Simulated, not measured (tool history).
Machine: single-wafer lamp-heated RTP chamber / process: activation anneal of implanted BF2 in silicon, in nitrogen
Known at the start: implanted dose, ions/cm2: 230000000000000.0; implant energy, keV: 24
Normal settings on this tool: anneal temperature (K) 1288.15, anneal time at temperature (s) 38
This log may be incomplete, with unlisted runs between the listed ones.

run,hour,anneal temperature (K),anneal time at temperature (s),"read-back reference wafer on the same gauge, sheet resistance",sheet resistance of the implanted and annealed layer (ohm/square)
1,0,1288.15,38,605.9,506.69
# hour 21.5: pyrometer window cleaned and pyrometer calibrated
2,32.1,1288.15,38,606.13,504.45
3,41.7,1288.15,38,606.19,504.48
4,51.2,1288.15,38,605.93,505.38
5,68.4,1288.15,43,606.04,503.8
6,74.7,1288.15,38,606.09,505.51
7,83.3,1288.15,38,606.04,504.79
8,91.3,1288.15,38,606.35,506.09
9,105.2,1288.15,38,606.22,505.28
10,118.8,1307.15,26,606.03,505.75
11,134,1307.15,26,606.04,506.12
12,146.1,1288.15,38,605.69,504.79
# hour 161.6: pyrometer window cleaned and pyrometer calibrated
13,162.1,1314.15,18,605.83,508.54
# hour 170.3: gauge calibrated
14,176.8,1303.15,52,606.01,499.04
15,184.6,1312.15,47,606.29,499.49
16,198.5,1260.15,38,606.1,510.03
# hour 209.2: reflector plate cleaned
17,209.7,1274.15,48,606.08,506.39
18,224,1272.15,25,606.37,510.66
19,232.2,1267.15,24,606.12,512.48
20,238.6,1288.15,58,606.16,501.25
21,264.4,1318.15,47,605.9,494.98
22,276.4,1278.15,23,605.96,511.59
# hour 293.1: pyrometer window cleaned and pyrometer calibrated
23,293.6,1288.15,38,605.98,505.74
24,306.8,1288.15,38,605.92,505
25,322.4,1303.15,25,606.03,505.76

State the hidden condition of the tool at each of the runs:
true wafer temperature minus pyrometer reading, K: 0 at every run
wafer temperature error from the tarnished reflector plate, K: 0 at every run
gauge reads high (%): 0 at every run
